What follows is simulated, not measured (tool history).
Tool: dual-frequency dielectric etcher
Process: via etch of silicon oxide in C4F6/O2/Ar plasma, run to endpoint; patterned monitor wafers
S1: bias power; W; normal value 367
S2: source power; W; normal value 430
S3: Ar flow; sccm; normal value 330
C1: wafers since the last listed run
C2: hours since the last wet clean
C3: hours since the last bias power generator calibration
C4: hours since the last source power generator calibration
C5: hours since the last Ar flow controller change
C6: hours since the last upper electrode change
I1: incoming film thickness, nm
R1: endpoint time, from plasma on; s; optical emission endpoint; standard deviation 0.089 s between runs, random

{"run": 1, "hour": 0.0, "S1": 367, "S2": 360, "S3": 330, "C1": 0, "C2": 522.7, "C3": 435.7, "C4": 1307.1, "C5": 2894.8, "C6": 4213.6, "I1": 102.6, "R1": 26.4}
{"run": 2, "hour": 106.3, "S1": 367, "S2": 470, "S3": 330, "C1": 1234, "C2": 629.0, "C3": 542.0, "C4": 1413.4, "C5": 3001.1, "C6": 4319.9, "I1": 103.7, "R1": 24.8}
{"hour": 159.8, "done": "wet clean of the chamber"}
{"run": 3, "hour": 164.9, "S1": 367, "S2": 430, "S3": 330, "C1": 401, "C2": 5.1, "C3": 600.6, "C4": 1472.0, "C5": 3059.7, "C6": 4378.5, "I1": 102.7, "R1": 25.3}
{"run": 4, "hour": 253.6, "S1": 298, "S2": 430, "S3": 330, "C1": 1030, "C2": 93.8, "C3": 689.3, "C4": 1560.7, "C5": 3148.4, "C6": 4467.2, "I1": 101.9, "R1": 27.0}
{"run": 5, "hour": 324.1, "S1": 298, "S2": 430, "S3": 330, "C1": 818, "C2": 164.3, "C3": 759.8, "C4": 1631.2, "C5": 3218.9, "C6": 4537.7, "I1": 103.5, "R1": 27.7}
{"hour": 354.7, "done": "source power generator calibrated"}
{"run": 6, "hour": 393.1, "S1": 367, "S2": 510, "S3": 297, "C1": 754, "C2": 233.3, "C3": 828.8, "C4": 38.4, "C5": 3287.9, "C6": 4606.7, "I1": 103.1, "R1": 23.9}
{"run": 7, "hour": 465.8, "S1": 367, "S2": 480, "S3": 330, "C1": 844, "C2": 306.0, "C3": 901.5, "C4": 111.1, "C5": 3360.6, "C6": 4679.4, "I1": 102.8, "R1": 24.5}
{"run": 8, "hour": 547.0, "S1": 367, "S2": 480, "S3": 330, "C1": 943, "C2": 387.2, "C3": 982.7, "C4": 192.3, "C5": 3441.8, "C6": 4760.6, "I1": 103.2, "R1": 24.6}
{"run": 9, "hour": 643.3, "S1": 367, "S2": 430, "S3": 367, "C1": 1118, "C2": 483.5, "C3": 1079.0, "C4": 288.6, "C5": 3538.1, "C6": 4856.9, "I1": 102.7, "R1": 25.4}
{"run": 10, "hour": 680.2, "S1": 414, "S2": 430, "S3": 330, "C1": 428, "C2": 520.4, "C3": 1115.9, "C4": 325.5, "C5": 3575.0, "C6": 4893.8, "I1": 103.1, "R1": 24.2}
{"hour": 741.4, "done": "wet clean of the chamber"}
{"run": 11, "hour": 755.1, "S1": 414, "S2": 430, "S3": 330, "C1": 591, "C2": 13.7, "C3": 1190.8, "C4": 400.4, "C5": 3649.9, "C6": 4968.7, "I1": 103.3, "R1": 24.4}
{"run": 12, "hour": 809.8, "S1": 367, "S2": 450, "S3": 330, "C1": 635, "C2": 68.4, "C3": 1245.5, "C4": 455.1, "C5": 3704.6, "C6": 5023.4, "I1": 102.3, "R1": 25.0}
{"run": 13, "hour": 914.4, "S1": 441, "S2": 500, "S3": 268, "C1": 1214, "C2": 173.0, "C3": 1350.1, "C4": 559.7, "C5": 3809.2, "C6": 5128.0, "I1": 103.0, "R1": 22.4}
{"run": 14, "hour": 955.7, "S1": 367, "S2": 330, "S3": 359, "C1": 479, "C2": 214.3, "C3": 1391.4, "C4": 601.0, "C5": 3850.5, "C6": 5169.3, "I1": 102.8, "R1": 27.5}
{"run": 15, "hour": 1001.6, "S1": 367, "S2": 430, "S3": 330, "C1": 533, "C2": 260.2, "C3": 1437.3, "C4": 646.9, "C5": 3896.4, "C6": 5215.2, "I1": 103.2, "R1": 25.5}
{"run": 16, "hour": 1068.0, "S1": 405, "S2": 390, "S3": 277, "C1": 771, "C2": 326.6, "C3": 1503.7, "C4": 713.3, "C5": 3962.8, "C6": 5281.6, "I1": 103.2, "R1": 25.0}
{"hour": 1175.1, "done": "upper electrode replaced"}
{"hour": 1304.5, "done": "wet clean of the chamber"}
{"run": 17, "hour": 1371.3, "S1": 436, "S2": 330, "S3": 269, "C1": 2965, "C2": 66.8, "C3": 1807.0, "C4": 1016.6, "C5": 4266.1, "C6": 196.2, "I1": 103.6, "R1": 25.5}
{"run": 18, "hour": 1440.3, "S1": 282, "S2": 430, "S3": 378, "C1": 801, "C2": 135.8, "C3": 1876.0, "C4": 1085.6, "C5": 4335.1, "C6": 265.2, "I1": 102.5, "R1": 28.4}
{"run": 19, "hour": 1655.0, "S1": 367, "S2": 430, "S3": 330, "C1": 2493, "C2": 350.5, "C3": 2090.7, "C4": 1300.3, "C5": 4549.8, "C6": 479.9, "I1": 103.1, "R1": 25.5}
{"hour": 1745.4, "done": "Ar flow controller replaced"}
{"run": 20, "hour": 1762.0, "S1": 367, "S2": 480, "S3": 270, "C1": 1173, "C2": 457.5, "C3": 2197.7, "C4": 1407.3, "C5": 16.6, "C6": 586.9, "I1": 103.1, "R1": 24.6}
{"run": 21, "hour": 1836.8, "S1": 449, "S2": 520, "S3": 293, "C1": 868, "C2": 532.3, "C3": 2272.5, "C4": 1482.1, "C5": 91.4, "C6": 661.7, "I1": 101.9, "R1": 22.1}
{"hour": 1900.9, "done": "bias power generator calibrated"}
{"hour": 1907.3, "done": "source power generator calibrated"}
{"run": 22, "hour": 1923.6, "S1": 367, "S2": 430, "S3": 264, "C1": 915, "C2": 619.1, "C3": 22.7, "C4": 16.3, "C5": 178.2, "C6": 748.5, "I1": 103.3, "R1": 25.1}
{"hour": 1965.3, "done": "wet clean of the chamber"}
{"run": 23, "hour": 2012.4, "S1": 282, "S2": 330, "S3": 363, "C1": 752, "C2": 47.1, "C3": 111.5, "C4": 105.1, "C5": 267.0, "C6": 837.3, "I1": 103.1, "R1": 30.6}
{"run": 24, "hour": 2076.8, "S1": 451, "S2": 380, "S3": 284, "C1": 747, "C2": 111.5, "C3": 175.9, "C4": 169.5, "C5": 331.4, "C6": 901.7, "I1": 103.4, "R1": 24.2}
{"run": 25, "hour": 2314.2, "S1": 367, "S2": 330, "S3": 330, "C1": 2757, "C2": 348.9, "C3": 413.3, "C4": 406.9, "C5": 568.8, "C6": 1139.1, "I1": 103.0, "R1": 27.4}
{"hour": 2645.2, "done": "wet clean of the chamber"}
{"run": 26, "hour": 2645.7, "S1": 367, "S2": 430, "S3": 330, "C1": 3571, "C2": 0.5, "C3": 744.8, "C4": 738.4, "C5": 900.3, "C6": 1470.6, "I1": 102.0, "R1": 24.9}
{"run": 27, "hour": 2738.2, "S1": 316, "S2": 390, "S3": 371, "C1": 1074, "C2": 93.0, "C3": 837.3, "C4": 830.9, "C5": 992.8, "C6": 1563.1, "I1": 102.1, "R1": 27.6}
{"run": 28, "hour": 2777.1, "S1": 367, "S2": 430, "S3": 330, "C1": 451, "C2": 131.9, "C3": 876.2, "C4": 869.8, "C5": 1031.7, "C6": 1602.0, "I1": 102.8, "R1": 25.3}

Run-by-run hidden state of the tool:
etch rate over this chamber's usual, %: 0, the same for each run
source power that arrives over what is set, %: 0, the same for each run
Ar flow that arrives over what is set, %: 0, the same for each run
H1: bias power that arrives over what is set, %
run=1 H1=0.0608
run=2 H1=-0.0105
run=3 H1=-0.0564
run=4 H1=-0.135
run=5 H1=-0.205
run=6 H1=-0.28
run=7 H1=-0.366
run=8 H1=-0.471
run=9 H1=-0.608
run=10 H1=-0.663
run=11 H1=-0.782
run=12 H1=-0.873
run=13 H1=-1.06
run=14 H1=-1.14
run=15 H1=-1.23
run=16 H1=-1.36
run=17 H1=-2.05
run=18 H1=-2.22
run=19 H1=-2.81
run=20 H1=-3.12
run=21 H1=-3.35
run=22 H1=-0.335
run=23 H1=-0.343
run=24 H1=-0.356
run=25 H1=-0.452
run=26 H1=-0.715
run=27 H1=-0.816
run=28 H1=-0.861

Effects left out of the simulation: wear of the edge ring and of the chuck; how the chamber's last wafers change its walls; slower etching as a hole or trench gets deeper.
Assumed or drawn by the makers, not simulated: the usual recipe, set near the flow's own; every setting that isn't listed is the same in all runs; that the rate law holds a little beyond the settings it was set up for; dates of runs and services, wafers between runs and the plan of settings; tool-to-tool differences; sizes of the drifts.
